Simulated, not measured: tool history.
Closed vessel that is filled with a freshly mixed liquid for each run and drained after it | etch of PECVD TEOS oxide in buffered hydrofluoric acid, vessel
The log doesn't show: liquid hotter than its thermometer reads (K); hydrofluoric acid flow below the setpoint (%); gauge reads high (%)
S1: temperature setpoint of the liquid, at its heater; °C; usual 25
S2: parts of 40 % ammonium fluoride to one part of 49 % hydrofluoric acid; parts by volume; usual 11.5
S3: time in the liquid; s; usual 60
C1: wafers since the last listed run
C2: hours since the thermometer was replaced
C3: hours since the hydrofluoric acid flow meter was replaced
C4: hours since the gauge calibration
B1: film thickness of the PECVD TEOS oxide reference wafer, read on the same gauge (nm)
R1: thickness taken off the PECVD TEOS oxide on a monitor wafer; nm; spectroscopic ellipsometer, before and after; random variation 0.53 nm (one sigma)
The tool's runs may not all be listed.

{"run": 1, "hour": 0.0, "S1": 25, "S2": 11.5, "S3": 60, "C1": 0, "C2": 1511.3, "C3": 252.7, "C4": 409.4, "B1": 149.99, "R1": 85.65}
{"run": 2, "hour": 97.4, "S1": 25, "S2": 11.5, "S3": 60, "C1": 12859, "C2": 1608.7, "C3": 350.1, "C4": 506.8, "B1": 149.98, "R1": 86.13}
{"run": 3, "hour": 163.4, "S1": 25, "S2": 11.5, "S3": 60, "C1": 8713, "C2": 1674.7, "C3": 416.1, "C4": 572.8, "B1": 149.99, "R1": 85.17}
{"run": 4, "hour": 345.4, "S1": 25, "S2": 11.5, "S3": 60, "C1": 24029, "C2": 1856.7, "C3": 598.1, "C4": 754.8, "B1": 150.05, "R1": 86.98}
{"run": 5, "hour": 455.6, "S1": 25, "S2": 11.5, "S3": 60, "C1": 14549, "C2": 1966.9, "C3": 708.3, "C4": 865, "B1": 150.02, "R1": 87.69}
{"run": 6, "hour": 481.3, "S1": 25, "S2": 11.5, "S3": 60, "C1": 3393, "C2": 1992.6, "C3": 734, "C4": 890.7, "B1": 150, "R1": 86.8}
{"run": 7, "hour": 520.6, "S1": 25, "S2": 11.5, "S3": 60, "C1": 5188, "C2": 2031.9, "C3": 773.3, "C4": 930, "B1": 150.01, "R1": 87.94}
{"run": 8, "hour": 565.2, "S1": 25, "S2": 11.5, "S3": 60, "C1": 5888, "C2": 2076.5, "C3": 817.9, "C4": 974.6, "B1": 150, "R1": 88.04}
{"run": 9, "hour": 612.0, "S1": 25, "S2": 11.5, "S3": 60, "C1": 6178, "C2": 2123.3, "C3": 864.7, "C4": 1021.4, "B1": 150.02, "R1": 88.15}
{"hour": 633.9, "done": "hydrofluoric acid flow meter replaced"}
{"run": 10, "hour": 639.5, "S1": 25, "S2": 11.5, "S3": 60, "C1": 3498, "C2": 2150.8, "C3": 5.6, "C4": 1048.9, "B1": 150.02, "R1": 88.33}
{"hour": 657.5, "done": "thermometer replaced"}
{"run": 11, "hour": 688.5, "S1": 25, "S2": 11.5, "S3": 60, "C1": 6337, "C2": 31, "C3": 54.6, "C4": 1097.9, "B1": 149.99, "R1": 92.95}
{"run": 12, "hour": 727.6, "S1": 20.5, "S2": 11.5, "S3": 80, "C1": 5162, "C2": 70.1, "C3": 93.7, "C4": 1137, "B1": 149.99, "R1": 99.11}
{"hour": 772.1, "done": "gauge calibrated"}
{"run": 13, "hour": 798.2, "S1": 27, "S2": 8, "S3": 30, "C1": 9321, "C2": 140.7, "C3": 164.3, "C4": 26.1, "B1": 149.99, "R1": 72.88}
{"run": 14, "hour": 850.4, "S1": 21, "S2": 8, "S3": 45, "C1": 6891, "C2": 192.9, "C3": 216.5, "C4": 78.3, "B1": 150.06, "R1": 78.65}
{"run": 15, "hour": 880.5, "S1": 25, "S2": 11.5, "S3": 90, "C1": 3974, "C2": 223, "C3": 246.6, "C4": 108.4, "B1": 150, "R1": 141.09}
{"hour": 885.6, "done": "thermometer replaced, repeated, since the last time left the tool worse"}
{"run": 16, "hour": 917.3, "S1": 25, "S2": 11.5, "S3": 60, "C1": 4726, "C2": 31.7, "C3": 283.4, "C4": 145.2, "B1": 150.03, "R1": 79.38}
{"run": 17, "hour": 974.2, "S1": 25, "S2": 11.5, "S3": 60, "C1": 7512, "C2": 88.6, "C3": 340.3, "C4": 202.1, "B1": 149.95, "R1": 80.22}
{"run": 18, "hour": 1006.2, "S1": 25, "S2": 11.5, "S3": 40, "C1": 4224, "C2": 120.6, "C3": 372.3, "C4": 234.1, "B1": 150.02, "R1": 53.76}
{"run": 19, "hour": 1037.1, "S1": 29, "S2": 11.5, "S3": 60, "C1": 4079, "C2": 151.5, "C3": 403.2, "C4": 265, "B1": 149.96, "R1": 99.83}
{"run": 20, "hour": 1095.9, "S1": 27, "S2": 9, "S3": 75, "C1": 7763, "C2": 210.3, "C3": 462, "C4": 323.8, "B1": 150, "R1": 137.47}

Forecast each of these 3 alternatives for the next run:
{"run": "A", "hour": 1096.6, "S1": 25, "S2": 11.5, "S3": 60, "C1": 92, "C2": 211, "C3": 462.7, "C4": 324.5, "B1": "?", "R1": "?"}
{"run": "B", "hour": 1096.6, "S1": 27, "S2": 15.5, "S3": 70, "C1": 92, "C2": 211, "C3": 462.7, "C4": 324.5, "B1": "?", "R1": "?"}
{"run": "C", "hour": 1096.6, "S1": 27.5, "S2": 11.5, "S3": 60, "C1": 92, "C2": 211, "C3": 462.7, "C4": 324.5, "B1": "?", "R1": "?"}

run=A B1=149.99 R1=80.44
run=B B1=149.99 R1=78.02
run=C B1=149.99 R1=91.99
Without the tool's hidden state the same runs would have given:
run=A R1=79.02
run=B R1=76.65
run=C R1=90.38
